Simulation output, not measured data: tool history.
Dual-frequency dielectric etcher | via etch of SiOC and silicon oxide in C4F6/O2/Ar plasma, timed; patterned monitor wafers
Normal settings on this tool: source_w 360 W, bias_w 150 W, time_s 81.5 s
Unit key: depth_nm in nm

| run | hour | source_w | bias_w | time_s | wafers since the last listed run | hours since the last wet clean | hours since the last source power generator calibration | hours since the last bias power generator calibration | hours since the last upper electrode change | hours since the gauge calibration | read-back reference wafer on the same gauge, depth_nm | depth_nm |
|---|---|---|---|---|---|---|---|---|---|---|---|---|
| 1 | 0.0 | 360 | 150 | 97.5 | 0 | 159.4 | 3130.0 | 2013.6 | 4487.0 | 212.0 | 82.2 | 102.9 |
| 2 | 47.8 | 400 | 150 | 81.5 | 521 | 207.2 | 3177.8 | 2061.4 | 4534.8 | 259.8 | 81.9 | 89.7 |
| 3 | 95.9 | 360 | 131 | 63.0 | 524 | 255.3 | 3225.9 | 2109.5 | 4582.9 | 307.9 | 82.1 | 63.2 |
| 4 | 123.7 | 360 | 131 | 63.0 | 303 | 283.1 | 3253.7 | 2137.3 | 4610.7 | 335.7 | 82.0 | 62.3 |
| 5 | 157.7 | 360 | 131 | 63.0 | 371 | 317.1 | 3287.7 | 2171.3 | 4644.7 | 369.7 | 82.0 | 62.9 |
| 6 | 219.3 | 360 | 150 | 81.5 | 672 | 378.7 | 3349.3 | 2232.9 | 4706.3 | 431.3 | 82.1 | 84.5 |
| 7 | 275.4 | 360 | 150 | 81.5 | 612 | 434.8 | 3405.4 | 2289.0 | 4762.4 | 487.4 | 82.0 | 85.0 |
|  | 320.4 | wet clean of the chamber |
| 8 | 320.9 | 360 | 150 | 81.5 | 234 | 0.5 | 3450.9 | 2334.5 | 4807.9 | 532.9 | 82.1 | 87.3 |
| 9 | 366.0 | 360 | 150 | 81.5 | 492 | 45.6 | 3496.0 | 2379.6 | 4853.0 | 578.0 | 82.1 | 87.1 |
| 10 | 415.6 | 360 | 150 | 81.5 | 541 | 95.2 | 3545.6 | 2429.2 | 4902.6 | 627.6 | 81.9 | 87.3 |
|  | 425.9 | gauge calibrated |
| 11 | 460.1 | 360 | 150 | 81.5 | 485 | 139.7 | 3590.1 | 2473.7 | 4947.1 | 34.2 | 82.1 | 85.7 |
| 12 | 520.0 | 360 | 150 | 81.5 | 653 | 199.6 | 3650.0 | 2533.6 | 5007.0 | 94.1 | 82.0 | 86.9 |
| 13 | 562.9 | 360 | 150 | 81.5 | 468 | 242.5 | 3692.9 | 2576.5 | 5049.9 | 137.0 | 82.1 | 86.2 |
| 14 | 593.5 | 360 | 150 | 81.5 | 333 | 273.1 | 3723.5 | 2607.1 | 5080.5 | 167.6 | 82.1 | 85.1 |
| 15 | 659.5 | 360 | 150 | 81.5 | 720 | 339.1 | 3789.5 | 2673.1 | 5146.5 | 233.6 | 82.1 | 85.5 |
|  | 721.8 | upper electrode replaced, of another model than before |
| 16 | 722.3 | 390 | 176 | 58.5 | 423 | 401.9 | 3852.3 | 2735.9 | 0.5 | 296.4 | 82.2 | 70.9 |
| 17 | 746.6 | 360 | 166 | 101.0 | 265 | 426.2 | 3876.6 | 2760.2 | 24.8 | 320.7 | 82.1 | 113.4 |
|  | 793.1 | bias power generator calibrated |
|  | 793.8 | wet clean of the chamber |
| 18 | 800.9 | 360 | 150 | 81.5 | 541 | 7.1 | 3930.9 | 7.8 | 79.1 | 375.0 | 82.0 | 86.5 |
| 19 | 857.2 | 330 | 126 | 71.5 | 614 | 63.4 | 3987.2 | 64.1 | 135.4 | 431.3 | 82.0 | 64.2 |
| 20 | 892.2 | 360 | 150 | 81.5 | 381 | 98.4 | 4022.2 | 99.1 | 170.4 | 466.3 | 82.0 | 87.3 |
| 21 | 936.8 | 440 | 126 | 66.0 | 486 | 143.0 | 4066.8 | 143.7 | 215.0 | 510.9 | 82.2 | 66.9 |
| 22 | 1005.1 | 360 | 185 | 81.5 | 745 | 211.3 | 4135.1 | 212.0 | 283.3 | 579.2 | 82.1 | 99.0 |
| 23 | 1057.2 | 360 | 150 | 81.5 | 568 | 263.4 | 4187.2 | 264.1 | 335.4 | 631.3 | 82.0 | 85.0 |
|  | 1098.0 | source power generator calibrated |
| 24 | 1116.9 | 440 | 150 | 81.5 | 607 | 323.1 | 18.9 | 323.8 | 395.1 | 691.0 | 82.1 | 93.6 |
|  | 1150.1 | gauge calibrated |
| 25 | 1164.2 | 280 | 132 | 63.0 | 516 | 370.4 | 66.2 | 371.1 | 442.4 | 14.1 | 82.0 | 53.6 |
| 26 | 1232.3 | 320 | 140 | 81.5 | 743 | 438.5 | 134.3 | 439.2 | 510.5 | 82.2 | 82.0 | 76.2 |
| 27 | 1266.9 | 360 | 172 | 81.5 | 377 | 473.1 | 168.9 | 473.8 | 545.1 | 116.8 | 82.0 | 92.9 |
|  | 1304.9 | wet clean of the chamber |
| 28 | 1305.4 | 360 | 150 | 81.5 | 158 | 0.5 | 207.4 | 512.3 | 583.6 | 155.3 | 82.2 | 86.9 |
| 29 | 1331.1 | 360 | 162 | 81.5 | 280 | 26.2 | 233.1 | 538.0 | 609.3 | 181.0 | 82.0 | 90.7 |
| 30 | 1375.5 | 360 | 160 | 81.5 | 484 | 70.6 | 277.5 | 582.4 | 653.7 | 225.4 | 82.0 | 88.6 |

Measured minus without-hidden-state, run by run (identical run-to-run variation in each term; gauge scatter may differ):
Hidden state present: etch rate over this chamber's usual, %; source power that arrives over what is set, %; bias power that arrives over what is set, %; gauge reads high (%).
| run | depth_nm |
|---|---|
| 1 | -0.8 |
| 2 | -1.0 |
| 3 | -0.8 |
| 4 | -0.9 |
| 5 | -1.0 |
| 6 | -1.7 |
| 7 | -2.1 |
| 8 | +0.0 |
| 9 | -0.2 |
| 10 | -0.5 |
| 11 | -0.7 |
| 12 | -1.1 |
| 13 | -1.3 |
| 14 | -1.3 |
| 15 | -1.7 |
| 16 | -1.7 |
| 17 | -2.9 |
| 18 | +0.2 |
| 19 | -0.1 |
| 20 | -0.3 |
| 21 | -0.4 |
| 22 | -1.1 |
| 23 | -1.2 |
| 24 | -1.6 |
| 25 | -1.1 |
| 26 | -1.8 |
| 27 | -2.4 |
| 28 | -0.8 |
| 29 | -1.0 |
| 30 | -1.2 |
